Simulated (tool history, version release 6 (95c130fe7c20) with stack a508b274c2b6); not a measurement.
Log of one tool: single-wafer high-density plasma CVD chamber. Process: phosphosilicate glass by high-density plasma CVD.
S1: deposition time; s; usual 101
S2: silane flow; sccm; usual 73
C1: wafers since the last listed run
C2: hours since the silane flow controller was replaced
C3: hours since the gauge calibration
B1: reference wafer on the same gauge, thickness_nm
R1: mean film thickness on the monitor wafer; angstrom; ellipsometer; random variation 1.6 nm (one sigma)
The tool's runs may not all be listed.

Run 1, hour 0: usual settings; C1 0; C2 3358.8; C3 37.6; B1 656.947. Result: R1 6983.28 angstrom.
Run 2, hour 42.2: usual settings; C1 587; C2 3401; C3 79.8; B1 657.684. Result: R1 7015.22 angstrom.
Run 3, hour 111.3: usual settings; C1 961; C2 3470.1; C3 148.9; B1 657.467. Result: R1 7014.53 angstrom.
Run 4, hour 137.6: usual settings; C1 366; C2 3496.4; C3 175.2; B1 657.03. Result: R1 7047.11 angstrom.
Run 5, hour 164.2: usual settings; C1 370; C2 3523; C3 201.8; B1 656.803. Result: R1 7038.42 angstrom.
Run 6, hour 192.1: usual settings but S2 67 sccm; C1 388; C2 3550.9; C3 229.7; B1 657.088. Result: R1 6540.24 angstrom.
Run 7, hour 245.1: usual settings but S2 67 sccm; C1 737; C2 3603.9; C3 282.7; B1 656.916. Result: R1 6533.26 angstrom.
Run 8, hour 281.6: usual settings but S2 67 sccm; C1 508; C2 3640.4; C3 319.2; B1 657.058. Result: R1 6535.54 angstrom.
Run 9, hour 333.3: usual settings but S2 81 sccm; C1 719; C2 3692.1; C3 370.9; B1 657.053. Result: R1 7669.95 angstrom.
At hour 345.7: silane flow controller replaced.
Run 10, hour 378.2: usual settings but S2 81 sccm; C1 513; C2 32.5; C3 415.8; B1 657.017. Result: R1 7366.48 angstrom.
Run 11, hour 417.5: usual settings but S1 115 s, S2 60 sccm; C1 547; C2 71.8; C3 455.1; B1 657.226. Result: R1 6537.42 angstrom.
Run 12, hour 487.6: usual settings but S1 86 s, S2 88 sccm; C1 975; C2 141.9; C3 525.2; B1 656.641. Result: R1 6767.65 angstrom.
Run 13, hour 540.3: usual settings; C1 733; C2 194.6; C3 577.9; B1 656.87. Result: R1 6768.75 angstrom.
At hour 541.9: gauge calibrated.
Run 14, hour 637.2: usual settings but S1 118 s; C1 1348; C2 291.5; C3 95.3; B1 657.188. Result: R1 7877.22 angstrom.
Run 15, hour 706.6: usual settings but S1 116 s; C1 966; C2 360.9; C3 164.7; B1 657.179. Result: R1 7781.24 angstrom.
Run 16, hour 756.7: usual settings but S1 116 s, S2 59 sccm; C1 697; C2 411; C3 214.8; B1 656.802. Result: R1 6561.21 angstrom.
Run 17, hour 818.4: usual settings but S1 108 s, S2 65 sccm; C1 858; C2 472.7; C3 276.5; B1 657.274. Result: R1 6595.58 angstrom.
Run 18, hour 858.5: usual settings; C1 558; C2 512.8; C3 316.6; B1 657.138. Result: R1 6792.7 angstrom.
Run 19, hour 913.5: usual settings but S2 67 sccm; C1 765; C2 567.8; C3 371.6; B1 656.878. Result: R1 6339.59 angstrom.
Run 20, hour 1030.9: usual settings but S1 86 s, S2 63 sccm; C1 1634; C2 685.2; C3 489; B1 656.739. Result: R1 5110.85 angstrom.

3 ways to go on from here, each from the tool as it stands after run 20. What would each give?
Run A, hour 1031.3: usual settings but S1 113 s; C1 5; C2 685.6; C3 489.4; B1 ?. Result: R1 ?.
Run B, hour 1031.3: usual settings but S1 90 s, S2 77 sccm; C1 5; C2 685.6; C3 489.4; B1 ?. Result: R1 ?.
Run C, hour 1031.3: usual settings but S1 82 s; C1 5; C2 685.6; C3 489.4; B1 ?. Result: R1 ?.

run       B1       R1
  A  657.082  7632.64
  B  657.082  6357.98
  C  657.082  5538.73
Without the tool's hidden state the same runs would have given:
run       R1
  A  7568.82
  B  6304.82
  C  5492.41
